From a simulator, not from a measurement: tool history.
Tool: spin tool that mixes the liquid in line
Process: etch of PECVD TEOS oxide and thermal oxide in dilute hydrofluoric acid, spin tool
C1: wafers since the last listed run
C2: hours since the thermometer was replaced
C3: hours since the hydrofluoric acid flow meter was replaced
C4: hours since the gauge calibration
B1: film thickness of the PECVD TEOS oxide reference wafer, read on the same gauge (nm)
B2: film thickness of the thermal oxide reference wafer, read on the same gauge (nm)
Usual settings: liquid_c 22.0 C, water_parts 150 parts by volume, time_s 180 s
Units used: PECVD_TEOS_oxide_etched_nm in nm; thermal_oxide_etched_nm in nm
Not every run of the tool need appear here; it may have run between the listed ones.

Run 1, hour 0.0: usual settings but liquid_c 25.0 C; C1 0; C2 898.8; C3 1112.0; C4 474.2; B1 40.01; B2 120.00. Result: PECVD_TEOS_oxide_etched_nm 9.25 nm, thermal_oxide_etched_nm 5.46 nm.
Run 2, hour 8.2: usual settings but time_s 115 s; C1 58; C2 907.0; C3 1120.2; C4 482.4; B1 39.98; B2 120.02. Result: PECVD_TEOS_oxide_etched_nm 5.25 nm, thermal_oxide_etched_nm 3.13 nm.
Run 3, hour 24.7: usual settings but water_parts 115 parts by volume, time_s 95 s; C1 118; C2 923.5; C3 1136.7; C4 498.9; B1 40.01; B2 119.99. Result: PECVD_TEOS_oxide_etched_nm 5.89 nm, thermal_oxide_etched_nm 3.51 nm.
Run 4, hour 36.2: usual settings but liquid_c 18.0 C; C1 82; C2 935.0; C3 1148.2; C4 510.4; B1 39.96; B2 120.01. Result: PECVD_TEOS_oxide_etched_nm 6.97 nm, thermal_oxide_etched_nm 4.18 nm.
Run 5, hour 43.3: usual settings but liquid_c 18.0 C; C1 50; C2 942.1; C3 1155.3; C4 517.5; B1 39.98; B2 120.03. Result: PECVD_TEOS_oxide_etched_nm 7.00 nm, thermal_oxide_etched_nm 4.20 nm.
Run 6, hour 59.7: usual settings but liquid_c 17.5 C, water_parts 225 parts by volume; C1 117; C2 958.5; C3 1171.7; C4 533.9; B1 40.01; B2 119.99. Result: PECVD_TEOS_oxide_etched_nm 4.23 nm, thermal_oxide_etched_nm 2.52 nm.
Run 7, hour 67.8: usual settings but liquid_c 24.0 C; C1 58; C2 966.6; C3 1179.8; C4 542.0; B1 39.98; B2 119.99. Result: PECVD_TEOS_oxide_etched_nm 8.81 nm, thermal_oxide_etched_nm 5.27 nm.
At hour 78.3: hydrofluoric acid flow meter replaced.
Run 8, hour 81.8: usual settings; C1 93; C2 980.6; C3 3.5; C4 556.0; B1 39.94; B2 119.99. Result: PECVD_TEOS_oxide_etched_nm 8.87 nm, thermal_oxide_etched_nm 5.33 nm.
At hour 91.8: gauge calibrated.
At hour 95.6: thermometer replaced.
Run 9, hour 99.8: usual settings but water_parts 125 parts by volume; C1 121; C2 4.2; C3 21.5; C4 8.0; B1 39.99; B2 120.00. Result: PECVD_TEOS_oxide_etched_nm 10.43 nm, thermal_oxide_etched_nm 6.21 nm.
Run 10, hour 140.2: usual settings but liquid_c 17.0 C, water_parts 225 parts by volume, time_s 85 s; C1 289; C2 44.6; C3 61.9; C4 48.4; B1 39.96; B2 120.00. Result: PECVD_TEOS_oxide_etched_nm 2.02 nm, thermal_oxide_etched_nm 1.20 nm.
Run 11, hour 155.7: usual settings but water_parts 100 parts by volume, time_s 245 s; C1 111; C2 60.1; C3 77.4; C4 63.9; B1 40.01; B2 120.04. Result: PECVD_TEOS_oxide_etched_nm 18.23 nm, thermal_oxide_etched_nm 10.94 nm.
Run 12, hour 170.5: usual settings but water_parts 105 parts by volume, time_s 75 s; C1 106; C2 74.9; C3 92.2; C4 78.7; B1 40.00; B2 119.99. Result: PECVD_TEOS_oxide_etched_nm 5.30 nm, thermal_oxide_etched_nm 3.15 nm.
Run 13, hour 184.7: usual settings; C1 101; C2 89.1; C3 106.4; C4 92.9; B1 40.00; B2 120.02. Result: PECVD_TEOS_oxide_etched_nm 8.39 nm, thermal_oxide_etched_nm 5.03 nm.
Run 14, hour 196.1: usual settings; C1 81; C2 100.5; C3 117.8; C4 104.3; B1 40.05; B2 120.02. Result: PECVD_TEOS_oxide_etched_nm 8.42 nm, thermal_oxide_etched_nm 5.00 nm.
Run 15, hour 211.1: usual settings but liquid_c 17.5 C, water_parts 180 parts by volume; C1 107; C2 115.5; C3 132.8; C4 119.3; B1 39.99; B2 120.00. Result: PECVD_TEOS_oxide_etched_nm 5.68 nm, thermal_oxide_etched_nm 3.43 nm.
Run 16, hour 220.4: usual settings; C1 66; C2 124.8; C3 142.1; C4 128.6; B1 40.02; B2 120.00. Result: PECVD_TEOS_oxide_etched_nm 8.37 nm, thermal_oxide_etched_nm 5.03 nm.
Run 17, hour 228.4: usual settings but liquid_c 26.5 C, water_parts 110 parts by volume; C1 57; C2 132.8; C3 150.1; C4 136.6; B1 39.99; B2 120.01. Result: PECVD_TEOS_oxide_etched_nm 14.37 nm, thermal_oxide_etched_nm 8.53 nm.
Run 18, hour 242.9: usual settings; C1 103; C2 147.3; C3 164.6; C4 151.1; B1 39.99; B2 120.00. Result: PECVD_TEOS_oxide_etched_nm 8.38 nm, thermal_oxide_etched_nm 5.03 nm.
Run 19, hour 260.1: usual settings but water_parts 220 parts by volume, time_s 115 s; C1 123; C2 164.5; C3 181.8; C4 168.3; B1 40.01; B2 120.00. Result: PECVD_TEOS_oxide_etched_nm 3.43 nm, thermal_oxide_etched_nm 2.04 nm.
Run 20, hour 270.0: usual settings; C1 70; C2 174.4; C3 191.7; C4 178.2; B1 40.00; B2 120.02. Result: PECVD_TEOS_oxide_etched_nm 8.42 nm, thermal_oxide_etched_nm 5.03 nm.
Run 21, hour 285.3: usual settings but water_parts 80 parts by volume; C1 109; C2 189.7; C3 207.0; C4 193.5; B1 40.04; B2 120.01. Result: PECVD_TEOS_oxide_etched_nm 17.10 nm, thermal_oxide_etched_nm 10.17 nm.
Run 22, hour 302.7: usual settings but time_s 255 s; C1 124; C2 207.1; C3 224.4; C4 210.9; B1 40.02; B2 120.00. Result: PECVD_TEOS_oxide_etched_nm 11.93 nm, thermal_oxide_etched_nm 7.13 nm.
Run 23, hour 310.7: usual settings; C1 57; C2 215.1; C3 232.4; C4 218.9; B1 39.99; B2 119.99. Result: PECVD_TEOS_oxide_etched_nm 8.41 nm, thermal_oxide_etched_nm 4.98 nm.
Run 24, hour 317.8: usual settings; C1 50; C2 222.2; C3 239.5; C4 226.0; B1 40.02; B2 120.01. Result: PECVD_TEOS_oxide_etched_nm 8.42 nm, thermal_oxide_etched_nm 5.02 nm.
Run 25, hour 330.6: usual settings but liquid_c 27.0 C, time_s 130 s; C1 91; C2 235.0; C3 252.3; C4 238.8; B1 40.01; B2 119.99. Result: PECVD_TEOS_oxide_etched_nm 7.35 nm, thermal_oxide_etched_nm 4.37 nm.
Run 26, hour 340.5: usual settings but liquid_c 27.0 C, water_parts 180 parts by volume, time_s 145 s; C1 70; C2 244.9; C3 262.2; C4 248.7; B1 40.04; B2 120.02. Result: PECVD_TEOS_oxide_etched_nm 6.55 nm, thermal_oxide_etched_nm 3.94 nm.
Run 27, hour 352.8: usual settings but water_parts 200 parts by volume, time_s 210 s; C1 88; C2 257.2; C3 274.5; C4 261.0; B1 40.06; B2 120.00. Result: PECVD_TEOS_oxide_etched_nm 6.97 nm, thermal_oxide_etched_nm 4.17 nm.

3 options for the next run, each taken on its own from the tool as it stands now. Forecast them:
Run A, hour 353.3: usual settings; C1 3; C2 257.7; C3 275.0; C4 261.5; B1 ?; B2 ?. Result: PECVD_TEOS_oxide_etched_nm ?, thermal_oxide_etched_nm ?.
Run B, hour 353.3: usual settings but water_parts 105 parts by volume, time_s 265 s; C1 3; C2 257.7; C3 275.0; C4 261.5; B1 ?; B2 ?. Result: PECVD_TEOS_oxide_etched_nm ?, thermal_oxide_etched_nm ?.
Run C, hour 353.3: usual settings but time_s 135 s; C1 3; C2 257.7; C3 275.0; C4 261.5; B1 ?; B2 ?. Result: PECVD_TEOS_oxide_etched_nm ?, thermal_oxide_etched_nm ?.

run     B1      B2  PECVD_TEOS_oxide_etched_nm  thermal_oxide_etched_nm
  A  39.99  119.99                        8.41                     5.00
  B  39.99  119.99                       18.62                    11.07
  C  39.99  119.99                        6.31                     3.75
Without the tool's hidden state the same runs would have given:
run  PECVD_TEOS_oxide_etched_nm  thermal_oxide_etched_nm
  A                        8.47                     5.03
  B                       18.73                    11.14
  C                        6.35                     3.78

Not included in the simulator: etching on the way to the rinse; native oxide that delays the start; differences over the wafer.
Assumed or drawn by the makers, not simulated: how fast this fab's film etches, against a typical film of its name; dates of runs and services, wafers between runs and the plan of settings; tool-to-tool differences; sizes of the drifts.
